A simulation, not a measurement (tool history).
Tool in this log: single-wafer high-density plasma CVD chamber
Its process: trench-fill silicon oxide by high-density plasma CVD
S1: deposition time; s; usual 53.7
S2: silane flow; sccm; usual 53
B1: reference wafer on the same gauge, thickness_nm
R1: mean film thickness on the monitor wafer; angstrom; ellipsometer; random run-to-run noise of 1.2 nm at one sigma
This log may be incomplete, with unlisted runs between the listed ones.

run	day	S1	S2	B1	R1
1	0	53.7	50	317.22	3102.51
2	1.762	53.7	53	316.994	3285.35
3	3.338	53.7	53	316.635	3295.29
4	6.038	62.1	48	317.025	3444.99
5	8.379	62.1	48	316.757	3442.46
6	9.483	53.7	53	316.412	3304.61
7	11.108	53.7	53	316.827	3299.48
8	13.321	53.7	53	317.227	3293.89
9	14.967	53.7	53	317.09	3297.89
10	16.333	53.7	53	316.865	3331.64
11	18.621	63.9	47	317.055	3493.11
12	21.583	53.7	53	316.412	3310.56
13	24.2	53.7	53	317.051	3300.37
# day 26.488: silane flow controller replaced
14	26.671	64.1	47	316.745	3257.56
15	27.958	53.7	53	316.862	3099.4
16	30.308	53.7	43	316.951	2518.56
# day 30.654: gauge calibrated
17	33.133	48.4	43	316.834	2265.96
18	35.329	53.7	59	317.026	3432.29
19	37.45	53.7	53	316.803	3110.64
20	40.288	49.4	53	317.005	2845.52

Difference, measured minus no-hidden-state, one row per run. Run-to-run variation is common to both terms; the gauge's own scatter need not be:
Hidden state at play: delivered silane flow above the setpoint (%); gauge reads high (%).
run	R1
1	+161.7
2	+173.75
3	+176.54
4	+188.6
5	+191.95
6	+185.85
7	+187.88
8	+190.71
9	+193.28
10	+197.21
11	+210.2
12	+203.41
13	+206.48
14	-24.05
15	-20.91
16	-14.08
17	-9.53
18	-10.75
19	-6.53
20	-2.04

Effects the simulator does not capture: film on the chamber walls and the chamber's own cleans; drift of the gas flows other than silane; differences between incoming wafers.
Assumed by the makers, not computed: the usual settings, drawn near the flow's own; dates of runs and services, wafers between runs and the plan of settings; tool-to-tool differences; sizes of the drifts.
